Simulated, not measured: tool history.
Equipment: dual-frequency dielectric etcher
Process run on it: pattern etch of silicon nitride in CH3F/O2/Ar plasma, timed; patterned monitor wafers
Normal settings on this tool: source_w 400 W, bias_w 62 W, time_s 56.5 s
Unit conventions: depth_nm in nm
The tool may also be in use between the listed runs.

| run | hour | source_w | bias_w | time_s | wafers since the last listed run | hours since the last wet clean | hours since the last source power generator calibration | hours since the last bias power generator calibration | hours since the last upper electrode change | hours since the gauge calibration | read-back reference wafer on the same gauge, depth_nm | depth_nm |
|---|---|---|---|---|---|---|---|---|---|---|---|---|
| 1 | 0 | 350 | 62 | 56.5 | 0 | 234.4 | 3206.3 | 3384.6 | 2031.7 | 214.8 | 27.99 | 33.92 |
| 2 | 14.7 | 350 | 62 | 56.5 | 145 | 249.1 | 3221 | 3399.3 | 2046.4 | 229.5 | 28.01 | 33.88 |
| 3 | 31.4 | 440 | 58 | 56.5 | 165 | 265.8 | 3237.7 | 3416 | 2063.1 | 246.2 | 27.99 | 35.2 |
| 4 | 57.3 | 440 | 58 | 56.5 | 256 | 291.7 | 3263.6 | 3441.9 | 2089 | 272.1 | 27.96 | 35.34 |
| 5 | 74.4 | 440 | 58 | 56.5 | 169 | 308.8 | 3280.7 | 3459 | 2106.1 | 289.2 | 27.98 | 35.27 |
| 6 | 109 | 400 | 62 | 56.5 | 343 | 343.4 | 3315.3 | 3493.6 | 2140.7 | 323.8 | 27.94 | 34.98 |
| 7 | 143.6 | 400 | 62 | 56.5 | 343 | 378 | 3349.9 | 3528.2 | 2175.3 | 358.4 | 27.93 | 34.83 |
| 8 | 165.2 | 400 | 62 | 56.5 | 214 | 399.6 | 3371.5 | 3549.8 | 2196.9 | 380 | 27.92 | 34.89 |
| 9 | 195.6 | 400 | 62 | 56.5 | 301 | 430 | 3401.9 | 3580.2 | 2227.3 | 410.4 | 27.9 | 34.75 |
| 10 | 220.1 | 400 | 62 | 56.5 | 243 | 454.5 | 3426.4 | 3604.7 | 2251.8 | 434.9 | 27.85 | 34.89 |
|  | 281.3 | wet clean of the chamber |
| 11 | 281.8 | 400 | 62 | 56.5 | 374 | 0.5 | 3488.1 | 3666.4 | 2313.5 | 496.6 | 27.8 | 34.66 |
| 12 | 291 | 400 | 62 | 56.5 | 91 | 9.7 | 3497.3 | 3675.6 | 2322.7 | 505.8 | 27.8 | 34.65 |
|  | 305.8 | source power generator calibrated |
| 13 | 310.4 | 400 | 62 | 56.5 | 152 | 29.1 | 4.6 | 3695 | 2342.1 | 525.2 | 27.78 | 34.73 |
|  | 315 | bias power generator calibrated |
| 14 | 331.1 | 400 | 62 | 56.5 | 165 | 49.8 | 25.3 | 16.1 | 2362.8 | 545.9 | 27.76 | 34.76 |
|  | 361.5 | upper electrode replaced |
| 15 | 364.6 | 500 | 55 | 48.5 | 94 | 83.3 | 58.8 | 49.6 | 3.1 | 579.4 | 27.72 | 30.54 |
| 16 | 384.7 | 400 | 62 | 56.5 | 199 | 103.4 | 78.9 | 69.7 | 23.2 | 599.5 | 27.71 | 34.63 |
| 17 | 404.5 | 400 | 62 | 56.5 | 196 | 123.2 | 98.7 | 89.5 | 43 | 619.3 | 27.69 | 34.56 |
|  | 414.8 | gauge calibrated |
| 18 | 418.4 | 470 | 56 | 51.5 | 137 | 137.1 | 112.6 | 103.4 | 56.9 | 3.6 | 27.98 | 32.41 |
| 19 | 433.9 | 460 | 62 | 65 | 153 | 152.6 | 128.1 | 118.9 | 72.4 | 19.1 | 27.98 | 41.69 |
| 20 | 467.3 | 440 | 58 | 56.5 | 331 | 186 | 161.5 | 152.3 | 105.8 | 52.5 | 27.98 | 35.36 |
| 21 | 480 | 490 | 51 | 61 | 126 | 198.7 | 174.2 | 165 | 118.5 | 65.2 | 27.97 | 38.13 |
| 22 | 513.6 | 470 | 72 | 56.5 | 333 | 232.3 | 207.8 | 198.6 | 152.1 | 98.8 | 27.99 | 37.59 |
| 23 | 548.3 | 360 | 62 | 56.5 | 344 | 267 | 242.5 | 233.3 | 186.8 | 133.5 | 27.97 | 33.91 |
| 24 | 562.5 | 450 | 73 | 68 | 140 | 281.2 | 256.7 | 247.5 | 201 | 147.7 | 27.96 | 44.95 |
| 25 | 580.3 | 430 | 62 | 63 | 176 | 299 | 274.5 | 265.3 | 218.8 | 165.5 | 27.94 | 39.63 |
| 26 | 594.2 | 400 | 62 | 56.5 | 137 | 312.9 | 288.4 | 279.2 | 232.7 | 179.4 | 27.94 | 34.95 |
| 27 | 615.6 | 470 | 72 | 56.5 | 212 | 334.3 | 309.8 | 300.6 | 254.1 | 200.8 | 27.94 | 37.67 |
| 28 | 648.6 | 460 | 47 | 73 | 327 | 367.3 | 342.8 | 333.6 | 287.1 | 233.8 | 27.92 | 44.2 |
| 29 | 667.1 | 310 | 52 | 56.5 | 183 | 385.8 | 361.3 | 352.1 | 305.6 | 252.3 | 27.91 | 31.59 |

State the hidden condition of the tool at each of the runs:
etch rate over this chamber's usual, %: 0, the same for each run
source power that arrives over what is set, %: 0, the same for each run
bias power that arrives over what is set, %: 0, the same for each run
H1: gauge reads high (%)
| run | H1 |
|---|---|
| 1 | -0.00712 |
| 2 | -0.0286 |
| 3 | -0.0547 |
| 4 | -0.0989 |
| 5 | -0.13 |
| 6 | -0.2 |
| 7 | -0.278 |
| 8 | -0.33 |
| 9 | -0.409 |
| 10 | -0.477 |
| 11 | -0.666 |
| 12 | -0.697 |
| 13 | -0.762 |
| 14 | -0.835 |
| 15 | -0.959 |
| 16 | -1.04 |
| 17 | -1.12 |
| 18 | -0.0574 |
| 19 | -0.0586 |
| 20 | -0.0665 |
| 21 | -0.0714 |
| 22 | -0.0895 |
| 23 | -0.116 |
| 24 | -0.129 |
| 25 | -0.147 |
| 26 | -0.163 |
| 27 | -0.19 |
| 28 | -0.237 |
| 29 | -0.267 |

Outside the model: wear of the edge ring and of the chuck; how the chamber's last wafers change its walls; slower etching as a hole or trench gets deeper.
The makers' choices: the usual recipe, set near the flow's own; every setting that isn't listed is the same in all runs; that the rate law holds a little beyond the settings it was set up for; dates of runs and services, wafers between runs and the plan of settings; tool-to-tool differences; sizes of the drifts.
